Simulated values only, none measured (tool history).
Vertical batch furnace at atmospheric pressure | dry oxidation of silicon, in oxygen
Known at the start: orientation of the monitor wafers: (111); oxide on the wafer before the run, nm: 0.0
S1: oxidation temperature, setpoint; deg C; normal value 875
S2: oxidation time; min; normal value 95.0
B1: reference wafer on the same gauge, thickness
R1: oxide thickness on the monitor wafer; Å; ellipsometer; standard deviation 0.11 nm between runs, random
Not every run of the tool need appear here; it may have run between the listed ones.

{"run": 1, "hour": 0.0, "S1": 875, "S2": 95.0, "B1": 24.83, "R1": 270.4}
{"run": 2, "hour": 34.1, "S1": 875, "S2": 95.0, "B1": 24.82, "R1": 270.7}
{"run": 3, "hour": 47.0, "S1": 875, "S2": 95.0, "B1": 24.76, "R1": 269.7}
{"run": 4, "hour": 82.5, "S1": 875, "S2": 95.0, "B1": 24.76, "R1": 269.0}
{"run": 5, "hour": 175.4, "S1": 857, "S2": 95.0, "B1": 24.73, "R1": 222.1}
{"run": 6, "hour": 204.3, "S1": 875, "S2": 95.0, "B1": 24.69, "R1": 269.6}
{"run": 7, "hour": 223.2, "S1": 875, "S2": 95.0, "B1": 24.68, "R1": 270.0}
{"run": 8, "hour": 258.2, "S1": 875, "S2": 95.0, "B1": 24.72, "R1": 270.2}
{"run": 9, "hour": 285.5, "S1": 875, "S2": 95.0, "B1": 24.69, "R1": 268.9}
{"hour": 299.4, "done": "gauge calibrated"}
{"run": 10, "hour": 302.8, "S1": 875, "S2": 95.0, "B1": 25.18, "R1": 276.5}
{"run": 11, "hour": 322.2, "S1": 875, "S2": 95.0, "B1": 25.14, "R1": 274.0}
{"run": 12, "hour": 342.0, "S1": 884, "S2": 123.0, "B1": 25.1, "R1": 361.2}
{"run": 13, "hour": 354.8, "S1": 893, "S2": 52.5, "B1": 25.05, "R1": 219.7}
{"run": 14, "hour": 370.0, "S1": 894, "S2": 119.5, "B1": 24.99, "R1": 391.9}
{"hour": 401.1, "done": "thermocouples replaced and temperature profile calibrated"}
{"run": 15, "hour": 401.6, "S1": 897, "S2": 123.0, "B1": 24.96, "R1": 409.3}
{"run": 16, "hour": 406.0, "S1": 860, "S2": 95.0, "B1": 24.98, "R1": 230.9}
{"run": 17, "hour": 436.0, "S1": 854, "S2": 54.5, "B1": 24.94, "R1": 145.3}
{"run": 18, "hour": 466.3, "S1": 875, "S2": 95.0, "B1": 24.87, "R1": 270.6}
{"hour": 511.7, "done": "boat lift adjusted"}
{"run": 19, "hour": 512.2, "S1": 896, "S2": 95.0, "B1": 24.83, "R1": 338.1}
{"run": 20, "hour": 516.6, "S1": 896, "S2": 95.0, "B1": 24.83, "R1": 335.5}

Run 21 is up next; what results do you expect?
{"run": 21, "hour": 534.2, "S1": 875, "S2": 95.0, "B1": "?", "R1": "?"}

{"run 21": {"B1": 24.81, "R1": 270.5}}
Minus the tool's unlogged condition, the same run would have read R1 274.7 Å.

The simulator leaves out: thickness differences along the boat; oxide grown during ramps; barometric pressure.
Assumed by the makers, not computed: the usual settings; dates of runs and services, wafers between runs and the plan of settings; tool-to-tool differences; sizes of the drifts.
